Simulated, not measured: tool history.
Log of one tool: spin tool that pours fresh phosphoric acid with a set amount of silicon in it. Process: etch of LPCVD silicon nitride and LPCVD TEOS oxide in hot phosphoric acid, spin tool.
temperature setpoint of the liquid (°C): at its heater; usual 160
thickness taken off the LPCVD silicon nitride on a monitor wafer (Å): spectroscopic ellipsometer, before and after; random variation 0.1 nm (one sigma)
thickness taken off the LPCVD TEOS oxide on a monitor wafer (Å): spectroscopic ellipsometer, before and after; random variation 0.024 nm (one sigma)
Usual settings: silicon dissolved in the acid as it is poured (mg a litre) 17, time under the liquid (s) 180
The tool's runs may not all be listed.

run   hour  temperature setpoint of the liquid (°C)  silicon dissolved in the acid as it is poured (mg a litre)  time under the liquid (s)  wafers since the last listed run  hours since the thermometer was replaced  hours since the dissolved silicon flow meter was replaced  hours since the heated supply line was repaired  hours since the gauge calibration  read-back film thickness of the LPCVD silicon nitride reference wafer, read on the same gauge (nm)  read-back film thickness of the LPCVD TEOS oxide reference wafer, read on the same gauge (nm)  thickness taken off the LPCVD silicon nitride on a monitor wafer (Å)  thickness taken off the LPCVD TEOS oxide on a monitor wafer (Å)
  1      0                                      160                                                          17                        180                                 0                                    1355.7                                                     1260.6                                            184.2                              236.2                                                                                               29.95                                                                                         39.982                                                                 147.6                                                              7.9
  2   46.7                                      160                                                          17                        180                               432                                    1402.4                                                     1307.3                                            230.9                              282.9                                                                                               29.96                                                                                         39.986                                                                 148.6                                                             7.47
  3   99.6                                    161.5                                                          17                        260                               489                                    1455.3                                                     1360.2                                            283.8                              335.8                                                                                               30.02                                                                                         39.976                                                                 222.9                                                            12.49
  4  136.8                                    161.5                                                          17                        180                               344                                    1492.5                                                     1397.4                                              321                                373                                                                                               30.01                                                                                         39.993                                                                 154.5                                                             8.81
     187.1  -- dissolved silicon flow meter replaced
  5  202.3                                      160                                                          17                        180                               597                                      1558                                                       15.2                                            386.5                              438.5                                                                                               29.99                                                                                         40.029                                                                 145.4                                                             7.84
  6  247.8                                      160                                                          17                        180                               421                                    1603.5                                                       60.7                                              432                                484                                                                                               30.01                                                                                         39.986                                                                 145.6                                                             7.59
  7  298.5                                    158.5                                                           9                        150                               469                                    1654.2                                                      111.4                                            482.7                              534.7                                                                                               29.97                                                                                         39.984                                                                 118.4                                                             6.84
  8  338.4                                      160                                                        10.5                        180                               369                                    1694.1                                                      151.3                                            522.6                              574.6                                                                                               29.99                                                                                         40.035                                                                 149.5                                                             9.27
  9  489.1                                      162                                                          17                        180                              1395                                    1844.8                                                        302                                            673.3                              725.3                                                                                                  30                                                                                         40.023                                                                   159                                                             9.66
 10  543.7                                    158.5                                                        27.5                        145                               505                                    1899.4                                                      356.6                                            727.9                              779.9                                                                                                  30                                                                                         39.988                                                                 112.5                                                             4.15
     583.1  -- thermometer replaced
 11  592.1                                      160                                                          17                        280                               439                                         9                                                        405                                            776.3                              828.3                                                                                                  30                                                                                         39.993                                                                   226                                                            11.44
 12  628.5                                      160                                                          17                        180                               337                                      45.4                                                      441.4                                            812.7                              864.7                                                                                               30.01                                                                                         39.998                                                                 145.2                                                              7.3
 13  699.3                                      160                                                          17                        180                               655                                     116.2                                                      512.2                                            883.5                              935.5                                                                                               29.99                                                                                         40.013                                                                 145.1                                                             7.03
 14  728.6                                      161                                                          17                        180                               271                                     145.5                                                      541.5                                            912.8                              964.8                                                                                               30.01                                                                                         39.988                                                                 149.4                                                             7.69
 15  757.3                                      160                                                          11                        180                               265                                     174.2                                                      570.2                                            941.5                              993.5                                                                                               30.02                                                                                         40.022                                                                 147.1                                                             8.71
 16  829.1                                      160                                                          17                        180                               664                                       246                                                        642                                           1013.3                             1065.3                                                                                               30.05                                                                                         39.975                                                                   146                                                             7.56

Run 17 comes next. What will it give?
 17  1017.6                                      163                                                        12.5                        100                              1745                                     434.5                                                      830.5                                           1201.8                             1253.8                                                                                                   ?                                                                                              ?                                                                     ?                                                                ?

Run 17 gave read-back film thickness of the LPCVD silicon nitride reference wafer, read on the same gauge (nm) 30, read-back film thickness of the LPCVD TEOS oxide reference wafer, read on the same gauge (nm) 39.992, thickness taken off the LPCVD silicon nitride on a monitor wafer (Å) 88.7, thickness taken off the LPCVD TEOS oxide on a monitor wafer (Å) 5.9.
Without the tool's hidden state the same run would have given thickness taken off the LPCVD silicon nitride on a monitor wafer (Å) 87.8, thickness taken off the LPCVD TEOS oxide on a monitor wafer (Å) 5.77.
